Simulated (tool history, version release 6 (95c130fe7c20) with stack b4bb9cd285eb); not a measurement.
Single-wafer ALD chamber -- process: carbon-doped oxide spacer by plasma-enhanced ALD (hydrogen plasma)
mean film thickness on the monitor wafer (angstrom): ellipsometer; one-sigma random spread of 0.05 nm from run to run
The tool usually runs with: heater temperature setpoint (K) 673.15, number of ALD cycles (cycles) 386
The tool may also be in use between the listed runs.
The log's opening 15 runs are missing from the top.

run,day,heater temperature setpoint (K),number of ALD cycles (cycles),"read-back reference wafer on the same gauge, thickness_nm",mean film thickness on the monitor wafer (angstrom)
16,14.829,673.15,386,16.408,198.65
17,15.633,673.15,386,16.396,198.40
18,16.150,673.15,386,16.400,197.61
# day 16.842: gauge calibrated
19,17.471,673.15,386,16.387,197.98
20,18.404,673.15,453,16.404,232.68
21,19.354,678.15,417,16.407,211.97
22,20.542,686.15,349,16.399,172.07
23,21.225,664.15,386,16.392,200.68
24,22.221,673.15,386,16.401,196.93
25,23.117,673.15,386,16.404,197.01
26,24.046,667.15,334,16.390,172.80
27,25.238,662.15,439,16.403,227.37
28,26.721,665.15,427,16.404,221.64
29,27.346,673.15,386,16.394,196.96
# day 28.467: thermocouple changed; heater temperature recalibrated
30,28.488,673.15,331,16.408,170.97
31,29.296,673.15,416,16.406,215.03
32,30.129,673.15,386,16.397,200.79
33,31.421,673.15,386,16.409,199.60
34,32.183,680.15,441,16.403,223.62
35,32.767,682.15,356,16.403,179.24
36,33.700,660.15,351,16.402,181.36
37,34.758,673.15,386,16.390,199.94
38,35.662,677.15,340,16.407,174.03
39,36.458,664.15,335,16.420,174.38

Alternative continuations, all from the tool just after run 39; predict every row:
A,36.500,673.15,437,?,?
B,36.500,662.15,456,?,?
C,36.500,664.15,351,?,?

run,"read-back reference wafer on the same gauge, thickness_nm",mean film thickness on the monitor wafer (angstrom)
A,16.404,225.30
B,16.404,235.92
C,16.404,181.59
With the hidden condition removed and each run's random variation left untouched, the same runs would have given:
run,mean film thickness on the monitor wafer (angstrom)
A,226.09
B,235.92
C,181.59
